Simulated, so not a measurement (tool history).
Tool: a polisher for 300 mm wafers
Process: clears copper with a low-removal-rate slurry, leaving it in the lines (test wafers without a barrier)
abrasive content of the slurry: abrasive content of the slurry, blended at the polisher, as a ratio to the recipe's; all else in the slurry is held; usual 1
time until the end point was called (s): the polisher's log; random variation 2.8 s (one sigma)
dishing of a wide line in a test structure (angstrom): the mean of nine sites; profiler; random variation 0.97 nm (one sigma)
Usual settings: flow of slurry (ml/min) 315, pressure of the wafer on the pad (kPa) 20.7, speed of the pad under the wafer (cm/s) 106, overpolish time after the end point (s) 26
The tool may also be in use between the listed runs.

run	day	flow of slurry (ml/min)	pressure of the wafer on the pad (kPa)	speed of the pad under the wafer (cm/s)	abrasive content of the slurry	overpolish time after the end point (s)	wafers since the last listed run	wafers polished on this pad	hours since the slurry nozzle was cleaned	hours since the head pressure was calibrated	hours since the slurry blender was calibrated	incoming thickness of the incoming film, nm	time until the end point was called (s)	dishing of a wide line in a test structure (angstrom)
1	0	315	20.7	106	1	26	0	1965	396.2	691.4	100.3	444.4	149.9	432
# day 0.754: slurry nozzle cleaned
2	2.262	315	20.7	106	1	26	440	2406	36.2	745.7	154.6	443	155.6	449
# day 3.55: worn pad replaced by a new one
3	3.575	315	20.7	106	1	26	227	4	67.7	777.2	186.1	442.4	149.8	439
4	6.254	315	20.7	106	1	26	531	536	132	841.5	250.4	454.8	154.3	434
5	8.967	315	20.7	106	1	26	537	1074	197.1	906.6	315.5	443.2	159.5	431
# day 11.625: slurry blender recalibrated
6	11.646	315	20.7	106	1	26	514	1588	261.4	970.9	0.5	449.6	148.9	450
# day 12.354: head pressure recalibrated
7	13.867	315	20.7	106	1	26	423	2012	314.7	36.3	53.8	448.9	139.6	427
8	15.021	315	20.7	106	1	26	228	2241	342.4	64	81.5	444.2	147.7	458
9	16.233	315	26.2	106	1	26	240	2482	371.5	93.1	110.6	447	118.2	509
# day 17.321: slurry nozzle cleaned
10	17.954	390	20.7	106	1	26	333	2815	15.2	134.4	151.9	444.4	151.3	433
11	19.942	315	20.7	106	1	35	394	3209	62.9	182.1	199.6	444.4	147.8	562
# day 20.729: worn pad replaced by a new one
12	22.883	315	15.2	86	1	32	550	427	133.5	252.7	270.2	445.1	242.6	347
13	24.288	315	20.7	106	1	26	278	706	167.2	286.4	303.9	448.8	156.3	441
# day 25.567: slurry blender recalibrated
14	25.925	315	20.7	106	1	26	308	1014	206.5	325.7	8.6	438.9	145.7	457
15	28.229	315	20.7	106	1	26	456	1471	261.8	381	63.9	443.3	146.7	443
16	29.804	315	20.7	106	1	26	312	1783	299.6	418.8	101.7	443.5	142.5	436
# day 30.804: slurry nozzle cleaned
17	32.267	315	13.8	138	1	26	480	2263	35.1	477.9	160.8	444.1	156.6	421
18	33.892	255	17.2	106	0.85	14	322	2586	74.1	516.9	199.8	443.7	184.4	221
19	35.592	425	22.8	78	1	41	337	2923	114.9	557.7	240.6	439.4	181	506
# day 38.371: worn pad replaced by a new one
20	38.517	315	25.5	106	1	26	547	28	185.1	627.9	310.8	443.6	133.2	490
21	40.467	315	20.7	106	1	26	386	415	231.9	674.7	357.6	448.1	156.7	414
22	42.617	315	20.7	106	1	26	426	841	283.5	726.3	409.2	449.2	164.5	411
# day 43.258: slurry blender recalibrated
23	44.042	315	20.7	120	1	26	266	1107	317.7	760.5	18.8	450.1	132.4	504
# day 46.05: slurry nozzle cleaned
24	46.704	315	23.4	106	1	26	519	1627	15.7	824.4	82.7	439.4	133.5	477
25	48.792	240	20.7	106	1	26	414	2041	65.8	874.5	132.8	441.3	150.7	434
26	50	285	20.7	76	1	26	239	2281	94.8	903.5	161.8	443	217.6	329
27	52.008	315	20.7	106	1	26	398	2679	143	951.7	210	440.2	150	422
# day 52.875: worn pad replaced by a new one
28	54.3	315	17.2	106	1.25	26	421	282	198	1006.7	265	452.3	171.7	397
# day 54.525: head pressure recalibrated
29	56.412	315	16.5	106	1	32	402	684	248.7	45.3	315.7	441	183.4	440

3 ways to go on from here, each from the tool as it stands after run 29. What would each give?
A	56.433	315	17.2	106	1	26	4	688	249.2	45.8	316.2	455	?	?
B	56.433	370	26.9	106	1	26	4	688	249.2	45.8	316.2	455	?	?
C	56.433	220	20.7	106	1	26	4	688	249.2	45.8	316.2	455	?	?

run	time until the end point was called (s)	dishing of a wide line in a test structure (angstrom)
A	181.4	369
B	126	506
C	162.8	407
Without the tool's hidden state the same runs would have given:
run	time until the end point was called (s)	dishing of a wide line in a test structure (angstrom)
A	168.4	392
B	116.9	535
C	151.1	432

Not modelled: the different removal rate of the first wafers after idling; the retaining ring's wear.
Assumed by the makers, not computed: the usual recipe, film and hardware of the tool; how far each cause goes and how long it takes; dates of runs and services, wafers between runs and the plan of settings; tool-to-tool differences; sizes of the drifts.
